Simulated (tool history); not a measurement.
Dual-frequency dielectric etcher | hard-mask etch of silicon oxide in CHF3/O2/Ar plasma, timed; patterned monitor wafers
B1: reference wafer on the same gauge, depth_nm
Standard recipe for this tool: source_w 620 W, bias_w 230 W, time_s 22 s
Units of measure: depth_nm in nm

Run 1, hour 0: usual settings; B1 51.73. Result: depth_nm 54.11 nm.
Run 2, hour 52.5: usual settings; B1 51.67. Result: depth_nm 54.21 nm.
Run 3, hour 101.9: usual settings but bias_w 194 W, time_s 20 s; B1 51.68. Result: depth_nm 46.41 nm.
Run 4, hour 169.7: usual settings but source_w 730 W; B1 51.71. Result: depth_nm 57.24 nm.
Run 5, hour 245.3: usual settings but source_w 730 W; B1 51.68. Result: depth_nm 56.94 nm.
At hour 349: wet clean of the chamber.
Run 6, hour 349.5: usual settings but source_w 730 W; B1 51.69. Result: depth_nm 57.24 nm.
Run 7, hour 375.1: usual settings but bias_w 217 W, time_s 19.5 s; B1 51.67. Result: depth_nm 46.93 nm.
Run 8, hour 438.5: usual settings but source_w 670 W; B1 51.73. Result: depth_nm 55.56 nm.
Run 9, hour 534.5: usual settings; B1 51.69. Result: depth_nm 54.21 nm.
Run 10, hour 622: usual settings; B1 51.64. Result: depth_nm 54.18 nm.
At hour 624.7: gauge calibrated.
At hour 918.3: wet clean of the chamber.
Run 11, hour 939.7: usual settings; B1 51.72. Result: depth_nm 54.03 nm.
Run 12, hour 994.2: usual settings; B1 51.7. Result: depth_nm 54.47 nm.
Run 13, hour 1064.9: usual settings; B1 51.73. Result: depth_nm 54.22 nm.
At hour 1083.3: source power generator calibrated.
At hour 1190.2: bias power generator calibrated.
Run 14, hour 1278.2: usual settings; B1 51.71. Result: depth_nm 54.29 nm.
At hour 1329.3: upper electrode replaced.
Run 15, hour 1329.8: usual settings but source_w 520 W; B1 51.69. Result: depth_nm 51.4 nm.
Run 16, hour 1385.9: usual settings but bias_w 191 W; B1 51.63. Result: depth_nm 50.8 nm.
At hour 1492.2: wet clean of the chamber.
Run 17, hour 1492.7: usual settings but bias_w 175 W; B1 51.69. Result: depth_nm 49.33 nm.
Run 18, hour 1575.2: usual settings but source_w 730 W, bias_w 178 W, time_s 28.5 s; B1 51.69. Result: depth_nm 67.33 nm.
Run 19, hour 1668.1: usual settings but source_w 510 W, bias_w 276 W, time_s 24 s; B1 51.71. Result: depth_nm 59.76 nm.
Run 20, hour 1737.1: usual settings but source_w 750 W, time_s 28 s; B1 51.69. Result: depth_nm 73.15 nm.

Expected results for the next run?
Run 21, hour 1787.4: usual settings but source_w 470 W, bias_w 266 W, time_s 25 s; B1 ?. Result: depth_nm ?.

Run 21 produced B1 51.63, depth_nm 60.18 nm.
With no hidden state in the tool, this same run would have given depth_nm 60.18 nm.

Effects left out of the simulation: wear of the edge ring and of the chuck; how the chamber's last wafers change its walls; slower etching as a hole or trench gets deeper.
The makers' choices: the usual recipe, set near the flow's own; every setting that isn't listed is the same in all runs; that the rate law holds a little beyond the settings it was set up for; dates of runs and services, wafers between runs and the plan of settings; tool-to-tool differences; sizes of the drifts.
